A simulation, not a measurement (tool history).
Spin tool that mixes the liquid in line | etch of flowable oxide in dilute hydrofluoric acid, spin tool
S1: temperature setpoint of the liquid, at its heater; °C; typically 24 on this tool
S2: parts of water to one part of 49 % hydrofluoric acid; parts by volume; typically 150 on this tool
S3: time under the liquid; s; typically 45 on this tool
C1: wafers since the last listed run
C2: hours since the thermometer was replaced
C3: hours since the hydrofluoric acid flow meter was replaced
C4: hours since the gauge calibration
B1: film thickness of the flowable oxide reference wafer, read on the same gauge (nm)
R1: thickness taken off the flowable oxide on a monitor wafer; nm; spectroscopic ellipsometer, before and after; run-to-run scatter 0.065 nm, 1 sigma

{"run": 1, "hour": 0.0, "S1": 24, "S2": 150, "S3": 45, "C1": 0, "C2": 65.8, "C3": 590.7, "C4": 449.8, "B1": 100, "R1": 10.57}
{"run": 2, "hour": 64.5, "S1": 24, "S2": 150, "S3": 45, "C1": 1022, "C2": 130.3, "C3": 655.2, "C4": 514.3, "B1": 99.99, "R1": 10.56}
{"run": 3, "hour": 147.8, "S1": 24, "S2": 150, "S3": 45, "C1": 1320, "C2": 213.6, "C3": 738.5, "C4": 597.6, "B1": 100.04, "R1": 10.38}
{"run": 4, "hour": 198.1, "S1": 24, "S2": 150, "S3": 45, "C1": 797, "C2": 263.9, "C3": 788.8, "C4": 647.9, "B1": 99.99, "R1": 10.32}
{"hour": 227.2, "done": "hydrofluoric acid flow meter replaced"}
{"run": 5, "hour": 272.2, "S1": 24, "S2": 150, "S3": 45, "C1": 1158, "C2": 338, "C3": 45, "C4": 722, "B1": 100.01, "R1": 9.73}
{"run": 6, "hour": 340.6, "S1": 24, "S2": 150, "S3": 45, "C1": 1083, "C2": 406.4, "C3": 113.4, "C4": 790.4, "B1": 99.97, "R1": 9.78}
{"run": 7, "hour": 442.0, "S1": 24, "S2": 150, "S3": 45, "C1": 1606, "C2": 507.8, "C3": 214.8, "C4": 891.8, "B1": 100.02, "R1": 9.62}
{"run": 8, "hour": 491.2, "S1": 24, "S2": 150, "S3": 40, "C1": 779, "C2": 557, "C3": 264, "C4": 941, "B1": 100.02, "R1": 8.52}
{"run": 9, "hour": 558.1, "S1": 24, "S2": 150, "S3": 40, "C1": 1060, "C2": 623.9, "C3": 330.9, "C4": 1007.9, "B1": 100.01, "R1": 8.43}
{"run": 10, "hour": 608.3, "S1": 24, "S2": 150, "S3": 40, "C1": 795, "C2": 674.1, "C3": 381.1, "C4": 1058.1, "B1": 99.98, "R1": 8.48}
{"hour": 630.8, "done": "hydrofluoric acid flow meter replaced, repeated, since the last time left the tool worse"}
{"run": 11, "hour": 647.7, "S1": 24, "S2": 150, "S3": 45, "C1": 608, "C2": 713.5, "C3": 16.9, "C4": 1097.5, "B1": 99.98, "R1": 11.4}
{"run": 12, "hour": 746.1, "S1": 24, "S2": 120, "S3": 45, "C1": 1559, "C2": 811.9, "C3": 115.3, "C4": 1195.9, "B1": 100.01, "R1": 14.4}
{"hour": 839.3, "done": "thermometer replaced"}
{"hour": 897.5, "done": "gauge calibrated"}
{"run": 13, "hour": 910.8, "S1": 24, "S2": 120, "S3": 45, "C1": 2594, "C2": 71.5, "C3": 280, "C4": 13.3, "B1": 100.01, "R1": 14.15}
{"run": 14, "hour": 951.8, "S1": 24, "S2": 120, "S3": 45, "C1": 649, "C2": 112.5, "C3": 321, "C4": 54.3, "B1": 100.02, "R1": 14.22}
{"run": 15, "hour": 1000.1, "S1": 25, "S2": 150, "S3": 35, "C1": 765, "C2": 160.8, "C3": 369.3, "C4": 102.6, "B1": 99.98, "R1": 8.86}
{"run": 16, "hour": 1062.6, "S1": 22, "S2": 95, "S3": 45, "C1": 990, "C2": 223.3, "C3": 431.8, "C4": 165.1, "B1": 99.98, "R1": 16.85}
{"run": 17, "hour": 1162.6, "S1": 25.5, "S2": 175, "S3": 45, "C1": 1584, "C2": 323.3, "C3": 531.8, "C4": 265.1, "B1": 99.99, "R1": 9.37}
{"run": 18, "hour": 1232.9, "S1": 26.5, "S2": 150, "S3": 45, "C1": 1114, "C2": 393.6, "C3": 602.1, "C4": 335.4, "B1": 99.97, "R1": 11.63}
{"run": 19, "hour": 1273.5, "S1": 24, "S2": 150, "S3": 30, "C1": 643, "C2": 434.2, "C3": 642.7, "C4": 376, "B1": 100.01, "R1": 7.08}
{"run": 20, "hour": 1342.3, "S1": 24, "S2": 205, "S3": 70, "C1": 1090, "C2": 503, "C3": 711.5, "C4": 444.8, "B1": 100, "R1": 11.07}
{"run": 21, "hour": 1411.0, "S1": 24, "S2": 150, "S3": 45, "C1": 1088, "C2": 571.7, "C3": 780.2, "C4": 513.5, "B1": 99.98, "R1": 10.54}
{"run": 22, "hour": 1509.7, "S1": 24, "S2": 150, "S3": 30, "C1": 1564, "C2": 670.4, "C3": 878.9, "C4": 612.2, "B1": 100.01, "R1": 6.93}
{"hour": 1510.8, "done": "hydrofluoric acid flow meter replaced"}
{"run": 23, "hour": 1560.2, "S1": 24, "S2": 150, "S3": 45, "C1": 784, "C2": 720.9, "C3": 49.4, "C4": 662.7, "B1": 100.02, "R1": 11.18}
{"run": 24, "hour": 1628.9, "S1": 19.5, "S2": 80, "S3": 60, "C1": 1088, "C2": 789.6, "C3": 118.1, "C4": 731.4, "B1": 99.97, "R1": 25.44}
{"run": 25, "hour": 1705.3, "S1": 24, "S2": 195, "S3": 45, "C1": 1210, "C2": 866, "C3": 194.5, "C4": 807.8, "B1": 100.02, "R1": 8.15}
{"run": 26, "hour": 1768.9, "S1": 24, "S2": 150, "S3": 65, "C1": 1007, "C2": 929.6, "C3": 258.1, "C4": 871.4, "B1": 100.02, "R1": 15.89}
{"hour": 1814.6, "done": "thermometer replaced"}
{"run": 27, "hour": 1870.5, "S1": 22, "S2": 175, "S3": 55, "C1": 1594, "C2": 55.9, "C3": 359.7, "C4": 973, "B1": 100.01, "R1": 10.3}
{"run": 28, "hour": 1923.0, "S1": 27, "S2": 90, "S3": 55, "C1": 831, "C2": 108.4, "C3": 412.2, "C4": 1025.5, "B1": 99.98, "R1": 26.91}
{"run": 29, "hour": 1970.3, "S1": 19, "S2": 200, "S3": 45, "C1": 749, "C2": 155.7, "C3": 459.5, "C4": 1072.8, "B1": 100.02, "R1": 6.38}
{"run": 30, "hour": 2038.2, "S1": 21, "S2": 195, "S3": 35, "C1": 1075, "C2": 223.6, "C3": 527.4, "C4": 1140.7, "B1": 100.03, "R1": 5.44}
{"run": 31, "hour": 2138.3, "S1": 24, "S2": 150, "S3": 45, "C1": 1586, "C2": 323.7, "C3": 627.5, "C4": 1240.8, "B1": 100.03, "R1": 10.61}
{"run": 32, "hour": 2235.2, "S1": 19.5, "S2": 80, "S3": 60, "C1": 1535, "C2": 420.6, "C3": 724.4, "C4": 1337.7, "B1": 100.03, "R1": 23.73}

Give the tool's hidden conditions for every run:
liquid colder than its thermometer reads (K): 0 at every run
gauge reads high (%): 0 at every run
H1: hydrofluoric acid flow below the setpoint (%)
run=1 H1=5.85
run=2 H1=6.35
run=3 H1=7.01
run=4 H1=7.41
run=5 H1=11.7
run=6 H1=12.2
run=7 H1=13
run=8 H1=13.4
run=9 H1=14
run=10 H1=14.4
run=11 H1=1.13
run=12 H1=1.9
run=13 H1=3.2
run=14 H1=3.53
run=15 H1=3.91
run=16 H1=4.4
run=17 H1=5.19
run=18 H1=5.74
run=19 H1=6.06
run=20 H1=6.61
run=21 H1=7.15
run=22 H1=7.93
run=23 H1=1.1
run=24 H1=1.64
run=25 H1=2.24
run=26 H1=2.74
run=27 H1=3.54
run=28 H1=3.96
run=29 H1=4.33
run=30 H1=4.87
run=31 H1=5.66
run=32 H1=6.42
